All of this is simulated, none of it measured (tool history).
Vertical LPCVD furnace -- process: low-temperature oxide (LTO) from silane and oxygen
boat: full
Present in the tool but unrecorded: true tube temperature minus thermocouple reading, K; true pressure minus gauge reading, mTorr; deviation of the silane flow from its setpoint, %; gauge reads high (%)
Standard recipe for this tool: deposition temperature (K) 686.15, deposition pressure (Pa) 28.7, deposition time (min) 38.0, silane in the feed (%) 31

| run | hour | deposition temperature (K) | deposition pressure (Pa) | deposition time (min) | silane in the feed (%) | wafers since the last listed run | hours since the last temperature calibration | hours since the pressure gauge was zeroed | hours since the silane flow controller was replaced | hours since the gauge calibration | read-back reference wafer on the same gauge, thickness | film thickness on the monitor wafer in the middle of the boat (nm) |
|---|---|---|---|---|---|---|---|---|---|---|---|---|
| 1 | 0.0 | 686.15 | 28.7 | 38.0 | 31 | 0 | 5012.7 | 2304.1 | 3283.9 | 501.7 | 257.93 | 282.25 |
| 2 | 10.6 | 686.15 | 28.7 | 38.0 | 31 | 221 | 5023.3 | 2314.7 | 3294.5 | 512.3 | 258.06 | 283.31 |
|  | 13.6 | gauge calibrated |
|  | 36.7 | silane flow controller replaced |
| 3 | 37.2 | 686.15 | 28.7 | 38.0 | 31 | 54 | 5049.9 | 2341.3 | 0.5 | 23.6 | 258.00 | 298.09 |
| 4 | 41.0 | 686.15 | 28.7 | 38.0 | 31 | 79 | 5053.7 | 2345.1 | 4.3 | 27.4 | 257.82 | 298.07 |
|  | 76.3 | thermocouples replaced and temperature profile calibrated |
| 5 | 76.8 | 681.15 | 28.7 | 38.0 | 31 | 246 | 0.5 | 2380.9 | 40.1 | 63.2 | 257.97 | 281.30 |
| 6 | 80.6 | 681.15 | 28.7 | 38.0 | 31 | 79 | 4.3 | 2384.7 | 43.9 | 67.0 | 257.99 | 281.76 |
| 7 | 84.4 | 681.15 | 28.7 | 38.0 | 31 | 79 | 8.1 | 2388.5 | 47.7 | 70.8 | 258.05 | 282.06 |
| 8 | 93.2 | 686.15 | 32.0 | 38.0 | 31 | 183 | 16.9 | 2397.3 | 56.5 | 79.6 | 257.94 | 332.14 |
| 9 | 99.8 | 686.15 | 28.7 | 38.0 | 31 | 137 | 23.5 | 2403.9 | 63.1 | 86.2 | 258.07 | 299.17 |
| 10 | 112.3 | 686.15 | 28.7 | 38.0 | 31 | 260 | 36.0 | 2416.4 | 75.6 | 98.7 | 257.96 | 299.49 |
| 11 | 127.9 | 686.15 | 28.7 | 38.0 | 31 | 325 | 51.6 | 2432.0 | 91.2 | 114.3 | 257.94 | 297.95 |
|  | 153.9 | pressure gauge zeroed |
| 12 | 154.4 | 686.15 | 28.7 | 38.0 | 31 | 52 | 78.1 | 0.5 | 117.7 | 140.8 | 257.99 | 284.64 |
| 13 | 158.2 | 680.15 | 28.7 | 38.0 | 31 | 79 | 81.9 | 4.3 | 121.5 | 144.6 | 257.94 | 266.48 |
| 14 | 161.9 | 686.15 | 28.7 | 49.5 | 31 | 77 | 85.6 | 8.0 | 125.2 | 148.3 | 257.93 | 372.01 |
| 15 | 168.5 | 686.15 | 28.7 | 38.0 | 31 | 137 | 92.2 | 14.6 | 131.8 | 154.9 | 258.08 | 285.33 |
| 16 | 182.6 | 686.15 | 28.7 | 32.5 | 36 | 294 | 106.3 | 28.7 | 145.9 | 169.0 | 258.07 | 298.04 |
| 17 | 189.8 | 686.15 | 28.7 | 45.0 | 31 | 150 | 113.5 | 35.9 | 153.1 | 176.2 | 258.01 | 336.43 |
| 18 | 207.2 | 686.15 | 26.0 | 38.0 | 29 | 362 | 130.9 | 53.3 | 170.5 | 193.6 | 258.01 | 235.43 |
| 19 | 223.1 | 686.15 | 28.7 | 38.0 | 31 | 331 | 146.8 | 69.2 | 186.4 | 209.5 | 258.10 | 283.96 |
| 20 | 233.7 | 690.15 | 28.7 | 38.0 | 29 | 221 | 157.4 | 79.8 | 197.0 | 220.1 | 257.85 | 271.21 |
| 21 | 249.6 | 686.15 | 28.7 | 45.5 | 27 | 331 | 173.3 | 95.7 | 212.9 | 236.0 | 257.94 | 277.98 |
| 22 | 262.6 | 686.15 | 28.7 | 38.0 | 26 | 271 | 186.3 | 108.7 | 225.9 | 249.0 | 257.94 | 219.79 |
| 23 | 275.0 | 686.15 | 28.7 | 25.5 | 31 | 258 | 198.7 | 121.1 | 238.3 | 261.4 | 257.94 | 191.51 |
| 24 | 291.5 | 686.15 | 28.7 | 38.0 | 31 | 344 | 215.2 | 137.6 | 254.8 | 277.9 | 257.94 | 284.94 |
| 25 | 301.0 | 682.15 | 28.7 | 44.5 | 29 | 198 | 224.7 | 147.1 | 264.3 | 287.4 | 257.89 | 289.30 |
| 26 | 310.7 | 686.15 | 28.7 | 38.0 | 31 | 202 | 234.4 | 156.8 | 274.0 | 297.1 | 258.00 | 285.67 |
| 27 | 326.5 | 686.15 | 30.7 | 38.0 | 26 | 329 | 250.2 | 172.6 | 289.8 | 312.9 | 258.03 | 234.41 |
| 28 | 334.4 | 686.15 | 28.7 | 38.0 | 31 | 164 | 258.1 | 180.5 | 297.7 | 320.8 | 257.88 | 284.71 |
| 29 | 347.4 | 686.15 | 33.3 | 38.0 | 31 | 271 | 271.1 | 193.5 | 310.7 | 333.8 | 257.93 | 330.84 |
| 30 | 356.4 | 686.15 | 22.7 | 38.0 | 31 | 187 | 280.1 | 202.5 | 319.7 | 342.8 | 257.99 | 225.18 |
| 31 | 370.3 | 694.15 | 32.0 | 48.5 | 26 | 289 | 294.0 | 216.4 | 333.6 | 356.7 | 257.95 | 343.61 |

A few steps of film thickness on the monitor wafer in the middle of the boat (nm) between consecutive runs. Split each: what settings, incoming material and random variation would produce without the hidden state, and what is left over for the hidden state, along with gauge scatter present in only one of the two compared results (measured, and without hidden state):
Run 2 -> 3: gauge calibrated, silane flow controller replaced. film thickness on the monitor wafer in the middle of the boat (nm) +14.78: hidden state +14.83, all else -0.05.
Run 11 -> 12: pressure gauge zeroed. film thickness on the monitor wafer in the middle of the boat (nm) -13.31: hidden state -13.11, all else -0.20.
Run 13 -> 14: deposition temperature (K) 680.15 -> 686.15, deposition time (min) 38.0 -> 49.5. film thickness on the monitor wafer in the middle of the boat (nm) +105.53: hidden state -0.57, all else +106.10.
Run 29 -> 30: deposition pressure (Pa) 33.3 -> 22.7. film thickness on the monitor wafer in the middle of the boat (nm) -105.66: hidden state +0.87, all else -106.53.
Run 30 -> 31: deposition temperature (K) 686.15 -> 694.15, deposition pressure (Pa) 22.7 -> 32.0, deposition time (min) 38.0 -> 48.5, silane in the feed (%) 31 -> 26. film thickness on the monitor wafer in the middle of the boat (nm) +118.43: hidden state -1.33, all else +119.76.
